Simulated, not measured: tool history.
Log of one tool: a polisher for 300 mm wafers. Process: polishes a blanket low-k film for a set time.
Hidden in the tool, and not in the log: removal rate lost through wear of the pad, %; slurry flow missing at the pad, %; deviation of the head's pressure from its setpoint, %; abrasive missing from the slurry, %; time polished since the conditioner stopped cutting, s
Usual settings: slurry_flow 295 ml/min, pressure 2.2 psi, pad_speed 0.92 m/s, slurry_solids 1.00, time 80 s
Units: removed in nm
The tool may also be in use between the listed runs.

run	hour	slurry_flow	pressure	pad_speed	slurry_solids	time	wafers since the last listed run	wafers polished on this pad	hours since the slurry nozzle was cleaned	hours since the head pressure was calibrated	hours since the slurry blender was calibrated	hours since the conditioning disc was replaced	incoming thickness of the incoming film, nm	removed
1	0.0	295	2.2	0.92	1.00	80	0	559	239.8	651.8	45.2	73.9	774.4	26.3
2	35.6	295	2.2	0.92	1.00	59	236	795	275.4	687.4	80.8	109.5	789.1	19.1
3	64.2	295	2.2	0.92	1.00	59	189	985	304.0	716.0	109.4	138.1	784.1	19.2
# hour 71.3: worn pad replaced by a new one
4	76.5	295	2.2	0.92	1.00	80	55	34	316.3	728.3	121.7	150.4	787.2	26.0
# hour 96.4: slurry blender recalibrated
# hour 102.2: head pressure recalibrated
5	139.7	295	1.6	0.92	1.00	58	392	427	379.5	37.5	43.3	213.6	784.5	13.8
# hour 162.5: conditioning disc replaced and pad reconditioned
6	168.7	295	2.2	0.92	1.00	80	179	606	408.5	66.5	72.3	6.2	791.0	29.8
7	185.0	295	2.2	0.92	1.00	80	108	714	424.8	82.8	88.6	22.5	778.5	28.7
8	210.1	295	2.0	0.92	1.00	80	166	880	449.9	107.9	113.7	47.6	782.8	25.2
# hour 218.4: worn pad replaced by a new one
# hour 245.3: slurry blender recalibrated
9	245.8	235	1.6	0.92	1.00	80	197	168	485.6	143.6	0.5	83.3	772.4	19.6
10	275.5	295	2.0	0.72	1.10	80	197	365	515.3	173.3	30.2	113.0	783.2	20.8
11	309.7	295	2.2	0.66	1.00	80	226	592	549.5	207.5	64.4	147.2	786.9	20.6
12	333.8	295	2.2	0.92	1.00	59	159	752	573.6	231.6	88.5	171.3	782.4	19.6
13	355.0	295	1.9	1.16	1.25	106	140	892	594.8	252.8	109.7	192.5	793.4	37.3
14	377.5	295	1.5	0.92	0.90	80	149	1041	617.3	275.3	132.2	215.0	775.9	17.9
# hour 378.7: slurry nozzle cleaned
# hour 393.6: slurry blender recalibrated
# hour 399.4: worn pad replaced by a new one
# hour 410.8: conditioning disc replaced and pad reconditioned
15	411.3	200	2.5	1.16	1.00	80	164	65	32.6	309.1	17.7	0.5	772.6	37.6
16	435.4	295	2.2	0.92	1.00	80	159	225	56.7	333.2	41.8	24.6	779.1	27.3
17	460.1	295	2.2	0.72	0.75	69	163	389	81.4	357.9	66.5	49.3	779.8	18.2
18	534.8	200	2.8	1.20	1.15	80	495	885	156.1	432.6	141.2	124.0	789.8	37.7
19	565.6	370	2.7	0.92	1.00	80	204	1089	186.9	463.4	172.0	154.8	771.2	31.9
20	579.1	390	1.5	0.92	1.00	80	89	1179	200.4	476.9	185.5	168.3	782.4	18.9
# hour 581.2: slurry blender recalibrated
# hour 586.9: worn pad replaced by a new one
21	604.7	225	2.7	0.92	0.70	107	130	117	226.0	502.5	23.5	193.9	768.7	37.3
# hour 607.1: conditioning disc replaced and pad reconditioned
22	616.9	355	2.2	0.92	0.85	80	67	185	238.2	514.7	35.7	9.8	775.4	28.1
23	636.0	295	2.2	0.92	1.00	80	126	312	257.3	533.8	54.8	28.9	767.4	27.7
24	655.8	295	1.7	1.16	1.00	94	131	443	277.1	553.6	74.6	48.7	780.2	28.8

Hidden state at the last listed run before each entry between runs and at the first one after, where it differs:
Between runs 3 and 4: worn pad replaced by a new one (hour 71.3)
  time polished since the conditioner stopped cutting, s: 407 -> 416
  measured less the result without the state, removed: -3.0 -> -4.2 nm
Between runs 4 and 5: slurry blender recalibrated (hour 96.4); head pressure recalibrated (hour 102.2)
  time polished since the conditioner stopped cutting, s: 416 -> 442
  measured less the result without the state, removed: -4.2 -> -1.8 nm
Between runs 5 and 6: conditioning disc replaced and pad reconditioned (hour 162.5)
  time polished since the conditioner stopped cutting, s: 442 -> 46
  measured less the result without the state, removed: -1.8 -> -0.6 nm
Between runs 8 and 9: worn pad replaced by a new one (hour 218.4); slurry blender recalibrated (hour 245.3)
  time polished since the conditioner stopped cutting, s: 186 -> 258
  measured less the result without the state, removed: -1.7 -> -1.5 nm
Between runs 14 and 15: slurry nozzle cleaned (hour 378.7); slurry blender recalibrated (hour 393.6); worn pad replaced by a new one (hour 399.4); conditioning disc replaced and pad reconditioned (hour 410.8)
  time polished since the conditioner stopped cutting, s: 353 -> 63.9
  measured less the result without the state, removed: -1.8 -> -1.4 nm
Between runs 20 and 21: slurry blender recalibrated (hour 581.2); worn pad replaced by a new one (hour 586.9)
  time polished since the conditioner stopped cutting, s: 380 -> 391
  measured less the result without the state, removed: -2.1 -> -6.7 nm
Between runs 21 and 22: conditioning disc replaced and pad reconditioned (hour 607.1)
  time polished since the conditioner stopped cutting, s: 391 -> 111
  measured less the result without the state, removed: -6.7 -> -1.3 nm
